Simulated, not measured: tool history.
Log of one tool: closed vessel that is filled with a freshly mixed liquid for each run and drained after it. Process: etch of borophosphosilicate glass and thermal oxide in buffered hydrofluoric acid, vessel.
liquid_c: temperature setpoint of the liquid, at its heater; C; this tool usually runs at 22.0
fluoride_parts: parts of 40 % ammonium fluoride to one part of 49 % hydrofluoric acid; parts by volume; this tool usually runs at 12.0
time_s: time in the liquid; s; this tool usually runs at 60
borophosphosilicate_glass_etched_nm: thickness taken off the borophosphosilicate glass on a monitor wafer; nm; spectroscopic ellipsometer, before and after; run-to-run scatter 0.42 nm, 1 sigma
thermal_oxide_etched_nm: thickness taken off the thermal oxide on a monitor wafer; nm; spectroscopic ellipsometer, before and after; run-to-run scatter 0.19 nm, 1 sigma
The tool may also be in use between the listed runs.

run,hour,liquid_c,fluoride_parts,time_s,"read-back film thickness of the borophosphosilicate glass reference wafer, read on the same gauge (nm)","read-back film thickness of the thermal oxide reference wafer, read on the same gauge (nm)",borophosphosilicate_glass_etched_nm,thermal_oxide_etched_nm
1,0.0,23.5,12.0,45,79.98,80.00,62.61,39.41
2,70.2,22.0,12.0,35,80.01,80.01,44.75,28.49
3,125.6,22.0,12.0,35,80.03,80.00,45.48,28.70
4,214.8,22.0,8.0,60,79.99,80.00,114.44,71.58
5,315.1,22.0,8.0,60,80.02,79.98,106.68,66.77
6,360.1,22.0,8.5,60,80.00,79.99,101.15,63.67
7,427.0,22.0,8.5,60,79.96,80.01,101.33,63.74
8,531.1,22.0,15.0,60,80.00,80.00,60.00,38.16
9,570.4,22.0,15.0,60,80.00,80.01,60.11,38.42
10,652.6,22.0,12.0,60,80.03,80.00,76.72,47.88
11,715.6,19.0,12.0,60,80.01,80.02,64.53,40.89
12,978.6,23.5,12.0,35,80.00,80.02,47.79,29.99
13,1019.5,25.0,10.0,40,80.02,80.00,70.49,44.36
14,1058.5,26.5,14.0,70,79.99,80.01,97.91,60.45
15,1138.5,22.0,12.0,60,80.02,80.00,76.03,48.07
16,1192.5,22.0,8.0,60,80.04,79.98,110.45,70.08
17,1280.0,18.5,7.5,45,80.01,80.01,74.06,46.63
18,1330.2,22.0,12.0,85,80.02,80.01,109.50,69.06
19,1375.3,26.5,12.0,80,80.00,79.98,131.77,83.05
20,1449.9,18.5,15.0,70,80.01,79.98,56.98,35.65
21,1522.4,22.0,12.0,35,79.99,80.00,43.22,26.97
22,1612.6,26.5,14.5,50,80.02,80.03,65.80,41.30
23,1685.1,22.0,12.0,60,80.00,79.98,74.71,47.40
24,1727.3,24.0,14.5,95,80.00,80.00,109.98,69.32

The log once held 5 entries between its listed runs, left out of this copy. Where does each go, and what is different about the tool's unlogged condition between the listed run before it and the listed run after it?
After run 4, before run 5: thermometer replaced (hour 269.2)
  liquid hotter than its thermometer reads (K): 1.13 -> 0.117; hydrofluoric acid flow below the setpoint (%): 2.13 -> 2.52
  the result without the hidden state subtracted from the measured one, borophosphosilicate_glass_etched_nm: +4.25 -> -2.31 nm; thermal_oxide_etched_nm: +2.72 -> -1.42 nm
After run 11, before run 12: hydrofluoric acid flow meter replaced (hour 898.0); thermometer replaced (hour 911.5)
  liquid hotter than its thermometer reads (K): 1.04 -> 0.168; hydrofluoric acid flow below the setpoint (%): 4.1 -> 1.31
  the result without the hidden state subtracted from the measured one, borophosphosilicate_glass_etched_nm: +1.05 -> -0.18 nm; thermal_oxide_etched_nm: +0.71 -> -0.11 nm
After run 15, before run 16: gauge calibrated (hour 1182.6)
  liquid hotter than its thermometer reads (K): 0.536 -> 0.661; hydrofluoric acid flow below the setpoint (%): 1.94 -> 2.16
  the result without the hidden state subtracted from the measured one, borophosphosilicate_glass_etched_nm: +0.77 -> +1.32 nm; thermal_oxide_etched_nm: +0.50 -> +0.89 nm
After run 19, before run 20: thermometer replaced (hour 1418.1)
  liquid hotter than its thermometer reads (K): 1.08 -> 0.0967; hydrofluoric acid flow below the setpoint (%): 2.88 -> 3.17
  the result without the hidden state subtracted from the measured one, borophosphosilicate_glass_etched_nm: +3.71 -> -1.51 nm; thermal_oxide_etched_nm: +2.40 -> -0.94 nm

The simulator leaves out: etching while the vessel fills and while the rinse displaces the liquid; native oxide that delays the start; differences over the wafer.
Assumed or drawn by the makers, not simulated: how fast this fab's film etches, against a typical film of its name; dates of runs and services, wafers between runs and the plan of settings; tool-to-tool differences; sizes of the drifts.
